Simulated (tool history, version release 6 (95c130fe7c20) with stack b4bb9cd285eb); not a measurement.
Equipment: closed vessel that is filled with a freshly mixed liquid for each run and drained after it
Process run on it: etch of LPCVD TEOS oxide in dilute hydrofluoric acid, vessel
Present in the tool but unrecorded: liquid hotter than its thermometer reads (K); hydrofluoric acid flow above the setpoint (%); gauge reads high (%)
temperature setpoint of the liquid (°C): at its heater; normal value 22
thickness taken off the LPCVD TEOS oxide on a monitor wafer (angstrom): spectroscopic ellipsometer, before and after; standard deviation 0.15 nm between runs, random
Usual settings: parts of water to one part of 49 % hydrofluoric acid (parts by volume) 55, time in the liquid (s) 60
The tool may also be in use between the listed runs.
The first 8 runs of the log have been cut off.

run,hour,temperature setpoint of the liquid (°C),parts of water to one part of 49 % hydrofluoric acid (parts by volume),time in the liquid (s),wafers since the last listed run,hours since the thermometer was replaced,hours since the hydrofluoric acid flow meter was replaced,hours since the gauge calibration,"read-back film thickness of the LPCVD TEOS oxide reference wafer, read on the same gauge (nm)",thickness taken off the LPCVD TEOS oxide on a monitor wafer (angstrom)
9,736.8,22,55,75,15061,1753.3,699.9,2630.6,89.99,425.6
10,793.9,22,55,75,3590,1810.4,757,2687.7,90.04,428.6
# hour 852.1: thermometer replaced
# hour 870.4: hydrofluoric acid flow meter replaced
11,880.4,22,55,60,5313,28.3,10,2774.2,89.98,329.1
12,986,22,55,60,6640,133.9,115.6,2879.8,90.02,332.6
13,1086.6,22,55,60,6326,234.5,216.2,2980.4,89.96,329.9
# hour 1117.1: gauge calibrated
14,1168.4,22,55,60,5144,316.3,298,51.3,90.02,333.2
15,1211.1,22,55,60,2685,359,340.7,94,89.98,331.2
16,1318.6,22,55,60,6760,466.5,448.2,201.5,90.01,333.7
17,1387.2,22,70,35,4313,535.1,516.8,270.1,90.01,149.4
18,1455.6,22,45,60,4301,603.5,585.2,338.5,90.01,415
19,1730.7,25,80,75,17299,878.6,860.3,613.6,90.01,315.7
# hour 1733.2: hydrofluoric acid flow meter replaced
20,1780,22,55,60,3037,927.9,46.8,662.9,89.98,340.3
21,1825.1,17.5,75,30,2836,973,91.9,708,90.03,99.3
22,1897.5,19,55,85,4552,1045.4,164.3,780.4,90,423.4
23,1997.8,20,55,60,6307,1145.7,264.6,880.7,89.99,311.6
24,2099.9,18,30,85,6420,1247.8,366.7,982.8,90,762.1
25,2191.6,22,55,60,5766,1339.5,458.4,1074.5,90.01,340.5

Run 26 is up next; what results do you expect?
26,2293.3,22,40,60,6395,1441.2,560.1,1176.2,?,?

read-back film thickness of the LPCVD TEOS oxide reference wafer, read on the same gauge (nm): 89.99
thickness taken off the LPCVD TEOS oxide on a monitor wafer (angstrom): 480.4
Had the tool carried no hidden state, the very same run would have given thickness taken off the LPCVD TEOS oxide on a monitor wafer (angstrom) 464.5.

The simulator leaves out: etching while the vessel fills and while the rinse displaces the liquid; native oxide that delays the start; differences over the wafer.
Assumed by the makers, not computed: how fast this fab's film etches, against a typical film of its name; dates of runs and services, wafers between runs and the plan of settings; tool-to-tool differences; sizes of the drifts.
